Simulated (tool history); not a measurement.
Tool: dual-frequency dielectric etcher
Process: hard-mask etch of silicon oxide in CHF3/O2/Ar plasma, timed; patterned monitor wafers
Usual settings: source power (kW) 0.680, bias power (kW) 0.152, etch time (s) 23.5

run     day  source power (kW)  bias power (kW)  etch time (s)  wafers since the last listed run  hours since the last wet clean  hours since the last source power generator calibration  hours since the last bias power generator calibration  hours since the last upper electrode change  hours since the gauge calibration  read-back reference wafer on the same gauge, depth_nm  mean etch depth across the wafer (Å)
  1   0.000              0.680            0.152           28.5                                 0                           334.7                                                   1998.1                                                 4067.7                                       3769.7                              260.4                                                  41.39                                 537.0
  2   0.733              0.680            0.152           23.5                               316                           352.3                                                   2015.7                                                 4085.3                                       3787.3                              278.0                                                  41.40                                 441.8
      0.921  -- gauge calibrated
  3   1.046              0.680            0.152           23.5                               135                           359.8                                                   2023.2                                                 4092.8                                       3794.8                                3.0                                                  41.41                                 443.8
  4   1.496              0.680            0.152           23.5                               194                           370.6                                                   2034.0                                                 4103.6                                       3805.6                               13.8                                                  41.41                                 442.4
  5   2.646              0.680            0.152           23.5                               496                           398.2                                                   2061.6                                                 4131.2                                       3833.2                               41.4                                                  41.35                                 441.7
  6   2.996              0.680            0.152           23.5                               151                           406.6                                                   2070.0                                                 4139.6                                       3841.6                               49.8                                                  41.41                                 443.8
  7   3.679              0.680            0.137           22.0                               295                           423.0                                                   2086.4                                                 4156.0                                       3858.0                               66.2                                                  41.41                                 408.6
  8   4.279              0.680            0.137           22.0                               259                           437.4                                                   2100.8                                                 4170.4                                       3872.4                               80.6                                                  41.41                                 407.7
  9   6.179              0.680            0.137           22.0                               821                           483.0                                                   2146.4                                                 4216.0                                       3918.0                              126.2                                                  41.39                                 407.4
 10   6.688              0.680            0.152           27.5                               219                           495.2                                                   2158.6                                                 4228.2                                       3930.2                              138.4                                                  41.37                                 515.9
      7.479  -- bias power generator calibrated
      7.779  -- upper electrode replaced
 11   7.800              0.680            0.152           27.5                               280                           521.9                                                   2185.3                                                    7.7                                          0.5                              165.1                                                  41.40                                 516.5
 12   7.812              0.680            0.169           23.5                                 5                           522.2                                                   2185.6                                                    8.0                                          0.8                              165.4                                                  41.37                                 449.8
 13   9.462              0.680            0.152           23.5                               713                           561.8                                                   2225.2                                                   47.6                                         40.4                              205.0                                                  41.37                                 443.7
 14   9.862              0.680            0.152           23.5                               172                           571.4                                                   2234.8                                                   57.2                                         50.0                              214.6                                                  41.37                                 443.4
 15  10.217              0.540            0.179           30.0                               153                           579.9                                                   2243.3                                                   65.7                                         58.5                              223.1                                                  41.42                                 522.5
 16  10.479              0.800            0.152           21.5                               113                           586.2                                                   2249.6                                                   72.0                                         64.8                              229.4                                                  41.36                                 436.9
 17  10.779              0.810            0.121           26.5                               129                           593.4                                                   2256.8                                                   79.2                                         72.0                              236.6                                                  41.38                                 519.3
 18  11.300              0.680            0.118           17.5                               225                           605.9                                                   2269.3                                                   91.7                                         84.5                              249.1                                                  41.39                                 317.9
 19  11.746              0.640            0.123           19.5                               192                           616.6                                                   2280.0                                                  102.4                                         95.2                              259.8                                                  41.36                                 346.5
 20  12.075              0.530            0.118           27.5                               142                           624.5                                                   2287.9                                                  110.3                                        103.1                              267.7                                                  41.38                                 444.7
 21  12.754              0.630            0.152           23.5                               293                           640.8                                                   2304.2                                                  126.6                                        119.4                              284.0                                                  41.41                                 427.7
     14.421  -- gauge calibrated
     15.175  -- wet clean of the chamber
 22  15.196              0.730            0.132           16.5                               622                             0.5                                                   2362.8                                                  185.2                                        178.0                               18.6                                                  41.43                                 313.1
 23  15.208              0.600            0.152           23.5                                 5                             0.8                                                   2363.1                                                  185.5                                        178.3                               18.9                                                  41.37                                 418.1
     15.738  -- source power generator calibrated
 24  16.867              0.680            0.152           23.5                               644                            40.6                                                     27.1                                                  225.3                                        218.1                               58.7                                                  41.36                                 441.3
 25  17.221              0.550            0.152           19.5                               153                            49.1                                                     35.6                                                  233.8                                        226.6                               67.2                                                  41.42                                 331.5
 26  17.504              0.680            0.152           23.5                               122                            55.9                                                     42.4                                                  240.6                                        233.4                               74.0                                                  41.39                                 443.3
 27  17.942              0.630            0.189           28.5                               189                            66.4                                                     52.9                                                  251.1                                        243.9                               84.5                                                  41.37                                 540.6
 28  18.662              0.680            0.190           26.0                               311                            83.7                                                     70.2                                                  268.4                                        261.2                              101.8                                                  41.37                                 508.7
 29  19.350              0.680            0.169           23.5                               297                           100.2                                                     86.7                                                  284.9                                        277.7                              118.3                                                  41.42                                 451.4
 30  19.875              0.680            0.141           20.0                               226                           112.8                                                     99.3                                                  297.5                                        290.3                              130.9                                                  41.38                                 371.2
 31  20.479              0.620            0.134           23.5                               261                           127.3                                                    113.8                                                  312.0                                        304.8                              145.4                                                  41.38                                 415.2

Hidden state at the last listed run before each entry between runs and at the first one after, where it differs:
Between runs 2 and 3: gauge calibrated (day 0.921)
  no hidden state differs between the two runs
Between runs 10 and 11: bias power generator calibrated (day 7.479); upper electrode replaced (day 7.779)
  no hidden state differs between the two runs
Between runs 21 and 22: gauge calibrated (day 14.421); wet clean of the chamber (day 15.175)
  no hidden state differs between the two runs
Between runs 23 and 24: source power generator calibrated (day 15.738)
  no hidden state differs between the two runs
